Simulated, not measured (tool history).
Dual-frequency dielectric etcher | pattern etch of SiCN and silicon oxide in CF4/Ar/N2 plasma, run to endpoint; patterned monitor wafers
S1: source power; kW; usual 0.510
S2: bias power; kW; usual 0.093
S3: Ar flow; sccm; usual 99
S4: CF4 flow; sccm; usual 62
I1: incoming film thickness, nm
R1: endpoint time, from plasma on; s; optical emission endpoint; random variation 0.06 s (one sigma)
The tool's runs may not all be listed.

run 1 hour=0.0 | S1=0.510 S2=0.082 S3=99 S4=62 | I1=9.75 | R1=10.8
run 2 hour=17.0 | S1=0.510 S2=0.082 S3=99 S4=62 | I1=9.63 | R1=10.7
run 3 hour=27.8 | S1=0.510 S2=0.082 S3=99 S4=62 | I1=9.69 | R1=10.7
run 4 hour=42.7 | S1=0.510 S2=0.085 S3=99 S4=53 | I1=9.65 | R1=11.0
run 5 hour=67.7 | S1=0.510 S2=0.085 S3=99 S4=53 | I1=9.74 | R1=11.2
-- hour=72.1 source power generator calibrated
-- hour=76.0 CF4 flow controller replaced
run 6 hour=83.4 | S1=0.510 S2=0.085 S3=99 S4=53 | I1=9.74 | R1=11.1
run 7 hour=94.6 | S1=0.510 S2=0.093 S3=99 S4=62 | I1=9.64 | R1=10.3
run 8 hour=108.1 | S1=0.510 S2=0.093 S3=99 S4=62 | I1=9.67 | R1=10.2
run 9 hour=125.2 | S1=0.510 S2=0.093 S3=99 S4=62 | I1=9.69 | R1=10.4
-- hour=142.9 Ar flow controller replaced
run 10 hour=143.4 | S1=0.510 S2=0.093 S3=99 S4=52 | I1=9.69 | R1=10.9
-- hour=169.7 wet clean of the chamber
-- hour=176.0 upper electrode replaced, of another model than before
run 11 hour=176.5 | S1=0.510 S2=0.093 S3=99 S4=47 | I1=9.68 | R1=10.7
run 12 hour=176.8 | S1=0.510 S2=0.106 S3=106 S4=62 | I1=9.74 | R1=9.4
run 13 hour=178.9 | S1=0.410 S2=0.093 S3=75 S4=62 | I1=9.64 | R1=12.8
-- hour=184.6 bias power generator calibrated
run 14 hour=188.8 | S1=0.390 S2=0.093 S3=99 S4=62 | I1=9.70 | R1=14.3
run 15 hour=203.6 | S1=0.570 S2=0.100 S3=99 S4=62 | I1=9.77 | R1=8.6
run 16 hour=218.3 | S1=0.510 S2=0.084 S3=99 S4=62 | I1=9.79 | R1=10.9
run 17 hour=234.9 | S1=0.560 S2=0.113 S3=99 S4=62 | I1=9.68 | R1=8.1

3 ways to go on from here, each from the tool as it stands after run 17. What would each give?
run A hour=235.3 | S1=0.510 S2=0.093 S3=99 S4=68 | I1=9.78 | R1=?
run B hour=235.3 | S1=0.460 S2=0.110 S3=121 S4=62 | I1=9.78 | R1=?
run C hour=235.3 | S1=0.510 S2=0.085 S3=99 S4=73 | I1=9.78 | R1=?

run=A R1=10.0
run=B R1=10.7
run=C R1=10.4
Without the tool's hidden state the same runs would have given:
run=A R1=9.9
run=B R1=10.5
run=C R1=10.3

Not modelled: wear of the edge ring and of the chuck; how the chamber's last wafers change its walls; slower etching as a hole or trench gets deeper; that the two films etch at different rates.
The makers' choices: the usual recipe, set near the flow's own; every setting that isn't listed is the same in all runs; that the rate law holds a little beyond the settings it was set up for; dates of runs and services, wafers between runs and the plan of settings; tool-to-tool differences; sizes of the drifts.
